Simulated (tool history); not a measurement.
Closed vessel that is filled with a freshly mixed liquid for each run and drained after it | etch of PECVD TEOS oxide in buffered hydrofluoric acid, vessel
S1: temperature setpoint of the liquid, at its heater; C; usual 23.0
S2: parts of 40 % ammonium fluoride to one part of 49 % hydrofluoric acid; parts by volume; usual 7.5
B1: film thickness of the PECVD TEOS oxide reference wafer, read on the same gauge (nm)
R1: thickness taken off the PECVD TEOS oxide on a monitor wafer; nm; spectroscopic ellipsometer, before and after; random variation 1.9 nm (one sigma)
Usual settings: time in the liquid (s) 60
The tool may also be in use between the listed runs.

Run 1, hour 0.0: usual settings; B1 90.03. Result: R1 186.16 nm.
Run 2, hour 63.2: usual settings; B1 90.00. Result: R1 187.78 nm.
Run 3, hour 124.1: usual settings; B1 90.03. Result: R1 187.33 nm.
Run 4, hour 235.6: usual settings but time in the liquid (s) 85; B1 90.02. Result: R1 269.15 nm.
Run 5, hour 262.7: usual settings; B1 89.96. Result: R1 188.40 nm.
Run 6, hour 318.0: usual settings; B1 89.98. Result: R1 186.17 nm.
Run 7, hour 350.9: usual settings; B1 89.97. Result: R1 185.04 nm.
Run 8, hour 385.6: usual settings; B1 89.99. Result: R1 188.29 nm.
At hour 412.8: hydrofluoric acid flow meter replaced.
Run 9, hour 424.5: usual settings; B1 89.99. Result: R1 176.10 nm.
Run 10, hour 496.3: usual settings; B1 90.01. Result: R1 175.99 nm.
Run 11, hour 543.4: usual settings; B1 90.00. Result: R1 177.80 nm.
At hour 564.4: gauge calibrated.
Run 12, hour 588.3: usual settings but S1 24.5 C, time in the liquid (s) 50; B1 89.97. Result: R1 160.45 nm.
Run 13, hour 613.5: usual settings; B1 89.99. Result: R1 178.71 nm.
Run 14, hour 638.1: usual settings but S1 27.5 C, S2 6.5 parts by volume, time in the liquid (s) 30; B1 90.00. Result: R1 130.43 nm.
Run 15, hour 700.7: usual settings but S1 19.5 C, S2 9.5 parts by volume, time in the liquid (s) 30; B1 90.00. Result: R1 57.08 nm.
Run 16, hour 732.4: usual settings but S1 28.0 C, S2 6.5 parts by volume; B1 90.00. Result: R1 266.32 nm.

Forecast run 17:
At hour 772.2: thermometer replaced.
Run 17, hour 781.9: usual settings; B1 ?. Result: R1 ?.

{"run 17": {"B1": 90.0, "R1": 190.64}}
Without the tool's hidden state the same run would have given R1 185.60 nm.
